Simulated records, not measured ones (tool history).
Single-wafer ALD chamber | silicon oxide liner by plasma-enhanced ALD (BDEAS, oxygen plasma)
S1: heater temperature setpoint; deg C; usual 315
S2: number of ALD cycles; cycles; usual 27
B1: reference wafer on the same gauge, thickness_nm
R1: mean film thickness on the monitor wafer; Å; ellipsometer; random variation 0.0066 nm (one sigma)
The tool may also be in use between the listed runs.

run 1 hour=0 | S1=315 S2=27 | B1=2.54 | R1=26.7
run 2 hour=24.4 | S1=315 S2=27 | B1=2.541 | R1=26.43
run 3 hour=106.2 | S1=315 S2=27 | B1=2.541 | R1=26.59
run 4 hour=138.1 | S1=322 S2=27 | B1=2.542 | R1=26.22
run 5 hour=156.9 | S1=322 S2=27 | B1=2.541 | R1=26.2
run 6 hour=186.7 | S1=315 S2=28 | B1=2.538 | R1=27.57
run 7 hour=214.4 | S1=315 S2=28 | B1=2.54 | R1=27.56
run 8 hour=239.7 | S1=315 S2=28 | B1=2.542 | R1=27.39
run 9 hour=256.3 | S1=306 S2=23 | B1=2.539 | R1=22.94
run 10 hour=283.1 | S1=315 S2=24 | B1=2.541 | R1=23.54
run 11 hour=303.5 | S1=315 S2=31 | B1=2.542 | R1=30.46
run 12 hour=325.9 | S1=315 S2=27 | B1=2.54 | R1=26.61
run 13 hour=342.7 | S1=315 S2=27 | B1=2.541 | R1=26.52
run 14 hour=364.1 | S1=315 S2=27 | B1=2.539 | R1=26.59
-- hour=369.3 gauge calibrated
run 15 hour=389.9 | S1=327 S2=29 | B1=2.542 | R1=27.97
run 16 hour=412 | S1=315 S2=27 | B1=2.54 | R1=26.55
run 17 hour=446 | S1=305 S2=27 | B1=2.538 | R1=26.84
run 18 hour=547 | S1=305 S2=27 | B1=2.54 | R1=26.98
run 19 hour=560.2 | S1=305 S2=27 | B1=2.541 | R1=27.03
run 20 hour=591.1 | S1=315 S2=29 | B1=2.536 | R1=28.57
run 21 hour=623.8 | S1=315 S2=27 | B1=2.539 | R1=26.45
run 22 hour=644.5 | S1=315 S2=27 | B1=2.536 | R1=26.53
run 23 hour=657.1 | S1=302 S2=24 | B1=2.54 | R1=24.01
run 24 hour=669.5 | S1=324 S2=29 | B1=2.54 | R1=28.05
run 25 hour=688.2 | S1=302 S2=23 | B1=2.541 | R1=23.2
run 26 hour=714.6 | S1=325 S2=22 | B1=2.541 | R1=21.27
run 27 hour=738.5 | S1=315 S2=27 | B1=2.539 | R1=26.6
run 28 hour=752.2 | S1=308 S2=32 | B1=2.542 | R1=31.97
run 29 hour=785.9 | S1=315 S2=30 | B1=2.542 | R1=29.52
run 30 hour=803.2 | S1=310 S2=28 | B1=2.541 | R1=27.71
run 31 hour=836.2 | S1=329 S2=24 | B1=2.538 | R1=23.03
run 32 hour=862.7 | S1=315 S2=30 | B1=2.542 | R1=29.43
run 33 hour=888.3 | S1=323 S2=27 | B1=2.537 | R1=26.2
-- hour=950.1 thermocouple changed; heater temperature recalibrated
run 34 hour=950.6 | S1=328 S2=27 | B1=2.542 | R1=26.05
run 35 hour=964.5 | S1=324 S2=31 | B1=2.541 | R1=29.86
run 36 hour=991.9 | S1=319 S2=27 | B1=2.538 | R1=26.42
run 37 hour=1013.5 | S1=323 S2=31 | B1=2.542 | R1=30.19
run 38 hour=1041.4 | S1=308 S2=27 | B1=2.545 | R1=26.88
run 39 hour=1062.7 | S1=325 S2=32 | B1=2.541 | R1=31
run 40 hour=1090.2 | S1=321 S2=29 | B1=2.539 | R1=28.22
run 41 hour=1125.4 | S1=315 S2=22 | B1=2.544 | R1=21.55
run 42 hour=1152.9 | S1=315 S2=27 | B1=2.543 | R1=26.59
run 43 hour=1172.9 | S1=315 S2=27 | B1=2.543 | R1=26.55
run 44 hour=1205.9 | S1=315 S2=27 | B1=2.536 | R1=26.62

3 ways to go on from here, each from the tool as it stands after run 44. What would each give?
run A hour=1206.3 | S1=315 S2=27 | B1=? | R1=?
run B hour=1206.3 | S1=323 S2=29 | B1=? | R1=?
run C hour=1206.3 | S1=315 S2=23 | B1=? | R1=?

run=A B1=2.539 R1=26.67
run=B B1=2.539 R1=28.27
run=C B1=2.539 R1=22.72
Without the tool's hidden state the same runs would have given:
run=A R1=26.67
run=B R1=28.27
run=C R1=22.72

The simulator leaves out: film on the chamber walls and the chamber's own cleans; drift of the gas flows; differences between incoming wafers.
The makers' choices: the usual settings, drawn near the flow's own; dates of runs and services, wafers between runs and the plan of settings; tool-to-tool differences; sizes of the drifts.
